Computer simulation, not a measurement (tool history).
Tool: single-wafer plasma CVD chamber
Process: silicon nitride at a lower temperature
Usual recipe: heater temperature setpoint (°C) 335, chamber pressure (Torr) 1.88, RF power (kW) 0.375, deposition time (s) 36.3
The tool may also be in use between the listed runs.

run    hour  heater temperature setpoint (°C)  chamber pressure (Torr)  RF power (kW)  deposition time (s)  wafers since the last listed run  hours since the last thermocouple change  hours since the last RF generator calibration  hours since the last manometer calibration  hours since the showerhead was replaced  hours since the gauge calibration  read-back reference wafer on the same gauge, thickness_nm  mean film thickness on the monitor wafer (Å)
  1     0.0                               335                     1.88          0.375                 37.8                                 0                                     255.1                                         1340.3                                       760.7                                   2006.1                              275.4                                                     51.719                                        511.61
  2    45.9                               335                     1.88          0.375                 37.8                              1433                                     301.0                                         1386.2                                       806.6                                   2052.0                              321.3                                                     51.748                                        510.26
  3   150.4                               335                     1.88          0.375                 36.3                              3264                                     405.5                                         1490.7                                       911.1                                   2156.5                              425.8                                                     51.708                                        492.60
  4   192.9                               335                     1.88          0.375                 36.3                              1327                                     448.0                                         1533.2                                       953.6                                   2199.0                              468.3                                                     51.739                                        490.54
  5   280.6                               335                     1.72          0.330                 36.3                              2739                                     535.7                                         1620.9                                      1041.3                                   2286.7                              556.0                                                     51.730                                        455.03
  6   519.5                               335                     1.72          0.330                 36.3                              7463                                     774.6                                         1859.8                                      1280.2                                   2525.6                              794.9                                                     51.727                                        452.90
  7   588.4                               335                     1.56          0.375                 36.3                              2152                                     843.5                                         1928.7                                      1349.1                                   2594.5                              863.8                                                     51.713                                        456.83
  8   672.0                               342                     1.88          0.390                 36.3                              2611                                     927.1                                         2012.3                                      1432.7                                   2678.1                              947.4                                                     51.724                                        495.90
  9   730.2                               335                     1.88          0.375                 36.3                              1818                                     985.3                                         2070.5                                      1490.9                                   2736.3                             1005.6                                                     51.710                                        488.01
      784.4  -- RF generator calibrated
 10   811.9                               335                     1.88          0.375                 36.3                              2302                                    1067.0                                           27.5                                      1572.6                                   2818.0                             1087.3                                                     51.676                                        485.90
 11   909.8                               335                     1.88          0.375                 36.3                              3058                                    1164.9                                          125.4                                      1670.5                                   2915.9                             1185.2                                                     51.716                                        486.80
 12   966.3                               331                     2.35          0.335                 42.7                              1765                                    1221.4                                          181.9                                      1727.0                                   2972.4                             1241.7                                                     51.692                                        583.87
 13  1056.3                               340                     1.88          0.375                 39.5                              2811                                    1311.4                                          271.9                                      1817.0                                   3062.4                             1331.7                                                     51.675                                        525.19

What will run 14 give?
 14  1155.4                               335                     1.88          0.440                 36.3                              3095                                    1410.5                                          371.0                                      1916.1                                   3161.5                             1430.8                                                          ?                                             ?

Run 14 came out at read-back reference wafer on the same gauge, thickness_nm 51.685, mean film thickness on the monitor wafer (Å) 514.91.
The same run, on a tool lacking any hidden state, would have yielded mean film thickness on the monitor wafer (Å) 523.46.
